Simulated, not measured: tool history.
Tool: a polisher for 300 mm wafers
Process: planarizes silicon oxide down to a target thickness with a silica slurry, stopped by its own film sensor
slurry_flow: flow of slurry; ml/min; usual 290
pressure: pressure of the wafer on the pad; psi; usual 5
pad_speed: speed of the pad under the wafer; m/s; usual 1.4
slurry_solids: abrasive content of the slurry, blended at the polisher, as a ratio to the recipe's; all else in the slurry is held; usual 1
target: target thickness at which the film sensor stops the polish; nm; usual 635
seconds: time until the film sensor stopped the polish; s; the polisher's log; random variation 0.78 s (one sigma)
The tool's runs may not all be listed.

run,day,slurry_flow,pressure,pad_speed,slurry_solids,target,wafers since the last listed run,wafers polished on this pad,hours since the slurry nozzle was cleaned,hours since the head pressure was calibrated,hours since the slurry blender was calibrated,hours since the conditioning disc was replaced,"incoming thickness of the incoming film, nm",seconds
1,0,290,5,1.14,1,554,0,458,655.5,139.9,105,345.8,979.6,122.7
2,0.562,290,5,1.14,1,554,180,639,669,153.4,118.5,359.3,994.9,130.1
3,1.479,290,5,1.4,1,635,294,933,691,175.4,140.5,381.3,999.8,91.3
4,1.983,290,5,1.4,1,635,161,1095,703.1,187.5,152.6,393.4,991,88.9
5,2.596,290,5,1.4,1,635,196,1291,717.8,202.2,167.3,408.1,992.1,87.8
6,3.162,290,5,1.4,1.2,635,181,1473,731.4,215.8,180.9,421.7,990.1,82.1
7,4.054,290,5,1.4,1.2,635,286,1759,752.8,237.2,202.3,443.1,993.9,81.3
# day 4.75: worn pad replaced by a new one
# day 4.779: slurry blender recalibrated
8,4.871,290,5,1.4,1.2,635,199,29,772.4,256.8,2.2,462.7,987.6,77.3
# day 5.617: slurry nozzle cleaned
9,5.883,290,5,1.4,1,635,311,340,6.4,281.1,26.5,487,988.5,87.1
# day 6.075: conditioning disc replaced and pad reconditioned
10,6.842,345,5.9,1.4,0.85,516,280,621,29.4,304.1,49.5,18.4,983.3,103.8
11,7.521,290,5,1.4,1,635,217,839,45.7,320.4,65.8,34.7,985.8,86.1
# day 8.142: head pressure recalibrated
12,8.958,205,5.7,1.4,1,635,434,1274,80.2,19.6,100.3,69.2,998.8,82.8
13,10.242,290,5,1.4,1,635,411,1686,111,50.4,131.1,100,1007.1,90.9
# day 10.529: worn pad replaced by a new one
14,11.671,290,5.6,1.4,1,635,405,366,145.3,84.7,165.4,134.3,995.2,81.3
15,12.388,290,4.3,1.4,1,635,230,596,162.5,101.9,182.6,151.5,996.7,106.1
16,13.412,360,5,1.6,0.85,726,328,925,187.1,126.5,207.2,176.1,992.6,63.2
# day 13.508: slurry blender recalibrated
# day 16.792: worn pad replaced by a new one
17,16.812,290,5,0.96,1,635,1011,6,268.7,208.1,79.3,257.7,979.2,117
18,17.908,290,5,1.4,1,635,351,358,295,234.4,105.6,284,980.5,84.4
19,18.596,290,5,0.94,1,635,220,579,311.5,250.9,122.1,300.5,1000.4,124.4
20,19.425,290,6.6,1.88,1,635,266,845,331.4,270.8,142,320.4,1013,56.5
21,20.429,290,5,1.14,1,554,322,1167,355.5,294.9,166.1,344.5,995.5,132
# day 21.475: slurry blender recalibrated
# day 22.958: worn pad replaced by a new one
22,22.979,320,5,1.4,0.85,685,738,6,416.7,356.1,36.1,405.7,983.5,78.9
# day 23.996: head pressure recalibrated
23,24.346,290,4.1,1.22,1,635,411,418,449.5,8.4,68.9,438.5,994.2,118.8

Run 24 comes next. What will it give?
24,25.217,290,5.6,0.96,0.9,579,279,697,470.4,29.3,89.8,459.4,991.7,?

{"run 24": {"seconds": 128.9}}
Without the tool's hidden state the same run would have given seconds 124.1 s.
